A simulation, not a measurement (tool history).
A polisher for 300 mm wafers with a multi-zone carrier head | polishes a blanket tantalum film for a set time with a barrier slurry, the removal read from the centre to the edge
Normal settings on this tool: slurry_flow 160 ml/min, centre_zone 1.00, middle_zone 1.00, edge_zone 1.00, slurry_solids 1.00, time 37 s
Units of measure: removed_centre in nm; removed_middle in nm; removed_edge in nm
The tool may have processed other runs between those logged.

| run | hour | slurry_flow | centre_zone | middle_zone | edge_zone | slurry_solids | time | incoming thickness of the incoming film, nm | removed_centre | removed_middle | removed_edge |
|---|---|---|---|---|---|---|---|---|---|---|---|
| 1 | 0.0 | 160 | 1.00 | 1.00 | 1.00 | 1.00 | 37 | 427.2 | 80.7 | 83.5 | 79.7 |
| 2 | 17.9 | 160 | 1.00 | 1.00 | 1.00 | 1.00 | 37 | 423.5 | 81.1 | 83.0 | 80.6 |
|  | 27.0 | edge zone pressure recalibrated |
| 3 | 38.1 | 160 | 1.00 | 1.00 | 1.00 | 1.00 | 37 | 426.5 | 79.5 | 81.4 | 80.2 |
| 4 | 61.2 | 160 | 1.00 | 1.00 | 1.00 | 1.00 | 37 | 425.8 | 79.7 | 81.3 | 78.3 |
| 5 | 77.5 | 160 | 1.00 | 0.94 | 1.00 | 0.75 | 37 | 426.6 | 70.7 | 69.4 | 68.6 |
| 6 | 111.1 | 160 | 1.00 | 0.94 | 1.00 | 0.75 | 37 | 430.0 | 68.4 | 67.0 | 66.8 |
| 7 | 123.3 | 110 | 1.00 | 1.00 | 1.00 | 1.00 | 37 | 422.0 | 67.9 | 70.7 | 69.4 |
|  | 133.8 | worn pad replaced by a new one |
| 8 | 142.0 | 160 | 0.94 | 0.90 | 1.00 | 1.00 | 37 | 423.5 | 76.0 | 76.6 | 79.0 |
|  | 152.5 | carrier head's membrane replaced by a new one |
| 9 | 173.9 | 135 | 1.00 | 0.93 | 0.93 | 1.00 | 37 | 437.6 | 76.2 | 72.9 | 73.3 |
| 10 | 195.5 | 160 | 1.12 | 1.00 | 1.08 | 1.10 | 37 | 428.4 | 92.3 | 83.2 | 84.1 |
|  | 220.3 | centre zone pressure recalibrated |
| 11 | 223.7 | 160 | 1.00 | 1.00 | 1.00 | 1.00 | 47 | 421.7 | 100.3 | 101.2 | 95.7 |

Predict the results of run 12:
| 12 | 236.4 | 160 | 1.00 | 1.00 | 1.00 | 1.00 | 47 | 436.1 | ? | ? | ? |

{"run 12": {"removed_centre": 96.5, "removed_middle": 99.4, "removed_edge": 96.9}}
If the tool had no hidden condition, the same run with the same run-to-run variation would have returned removed_centre 102.6 nm, removed_middle 105.6 nm, removed_edge 102.9 nm.
